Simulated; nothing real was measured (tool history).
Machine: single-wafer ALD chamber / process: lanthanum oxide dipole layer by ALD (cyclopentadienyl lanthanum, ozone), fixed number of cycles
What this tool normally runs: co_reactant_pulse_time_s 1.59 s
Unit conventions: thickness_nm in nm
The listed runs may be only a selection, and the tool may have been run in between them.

run,hour,co_reactant_pulse_time_s,"read-back reference wafer on the same gauge, thickness_nm",thickness_nm
1,0.0,1.41,0.582,0.552
2,34.1,1.59,0.582,0.564
3,47.8,1.59,0.582,0.562
4,78.5,1.59,0.582,0.562
5,91.1,1.31,0.582,0.542
6,120.0,1.31,0.583,0.547
7,135.6,1.59,0.582,0.564
8,171.5,1.10,0.582,0.520
# hour 192.8: ozone generator serviced
9,204.2,1.10,0.582,0.515
10,237.3,1.10,0.582,0.519
11,260.7,1.59,0.582,0.565
12,275.9,1.40,0.582,0.550
# hour 311.0: showerhead replaced
13,322.6,2.07,0.583,0.576
14,403.8,1.01,0.582,0.501
# hour 414.8: gauge calibrated
15,435.3,1.59,0.582,0.562
16,467.5,1.59,0.582,0.562
# hour 477.7: thermocouple changed; heater temperature recalibrated
17,494.6,2.00,0.582,0.581
18,519.0,1.37,0.582,0.551
19,554.1,1.87,0.582,0.576
20,586.1,2.05,0.583,0.579
21,617.4,1.59,0.582,0.562

4 ways to go on from here, each from the tool as it stands after run 21. What would each give?
A,617.8,1.59,?,?
B,617.8,2.04,?,?
C,617.8,1.88,?,?
D,617.8,1.05,?,?

run,"read-back reference wafer on the same gauge, thickness_nm",thickness_nm
A,0.582,0.565
B,0.582,0.580
C,0.582,0.576
D,0.582,0.511
Stripped of hidden state, with their random variation kept, the same runs would have yielded:
run,thickness_nm
A,0.565
B,0.580
C,0.576
D,0.511
